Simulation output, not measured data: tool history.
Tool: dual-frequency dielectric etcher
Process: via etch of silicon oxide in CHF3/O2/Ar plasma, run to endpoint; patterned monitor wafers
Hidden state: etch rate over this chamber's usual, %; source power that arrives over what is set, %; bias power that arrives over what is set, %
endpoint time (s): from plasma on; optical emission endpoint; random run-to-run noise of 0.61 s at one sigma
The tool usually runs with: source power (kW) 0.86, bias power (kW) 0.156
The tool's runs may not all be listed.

run	hour	source power (kW)	bias power (kW)	wafers since the last listed run	hours since the last wet clean	hours since the last source power generator calibration	hours since the last bias power generator calibration	hours since the last upper electrode change	incoming incoming film thickness, nm	endpoint time (s)
1	0	0.86	0.156	0	156.7	2657.7	858.7	3678.8	410.2	203.9
2	56	0.81	0.156	294	212.7	2713.7	914.7	3734.8	410.6	206.1
3	95.4	0.81	0.156	207	252.1	2753.1	954.1	3774.2	409.2	204.7
4	184.6	0.81	0.156	469	341.3	2842.3	1043.3	3863.4	411.5	206.6
5	235.7	0.86	0.156	268	392.4	2893.4	1094.4	3914.5	408.8	201
6	337.5	0.86	0.156	535	494.2	2995.2	1196.2	4016.3	410.5	203.2
7	385.6	0.86	0.156	253	542.3	3043.3	1244.3	4064.4	411.9	202.5
# hour 472.8: wet clean of the chamber
# hour 494.5: upper electrode replaced
8	495	1.03	0.182	335	22.2	3152.7	1353.7	0.5	407.4	183.8
9	577.4	1.03	0.182	433	104.6	3235.1	1436.1	82.9	408	183.7
10	613.9	1.03	0.182	192	141.1	3271.6	1472.6	119.4	412.2	185.8
11	668.9	0.92	0.128	289	196.1	3326.6	1527.6	174.4	412.2	213.1
12	723.3	1	0.189	286	250.5	3381	1582	228.8	412.3	184.5
13	762.1	0.77	0.182	204	289.3	3419.8	1620.8	267.6	410.3	199.1
# hour 817.8: source power generator calibrated
14	818.3	0.86	0.156	274	345.5	0.5	1677	323.8	413.9	205.6
# hour 842.8: bias power generator calibrated
15	860.7	0.95	0.156	202	387.9	42.9	17.9	366.2	412.2	195
16	946.3	0.67	0.173	450	473.5	128.5	103.5	451.8	408.5	205.9
17	984	0.73	0.133	198	511.2	166.2	141.2	489.5	414.6	222.2
# hour 1040.3: wet clean of the chamber
18	1085.6	1.06	0.194	408	45.3	267.8	242.8	591.1	409	176.7
19	1164.4	0.77	0.175	414	124.1	346.6	321.6	669.9	410.7	199.9
20	1246.1	0.67	0.173	429	205.8	428.3	403.3	751.6	409.4	208.1
21	1311.2	0.92	0.135	342	270.9	493.4	468.4	816.7	413	208.3

Each run again, without the hidden state but with its own random variation kept:
run	endpoint time (s)
1	203.4
2	205.7
3	204.5
4	206.7
5	201.2
6	203.7
7	203.2
8	181.6
9	181.8
10	183.9
11	211.4
12	183
13	197.5
14	204.3
15	196.7
16	208
17	224.5
18	176.8
19	200.3
20	208.7
21	209.2
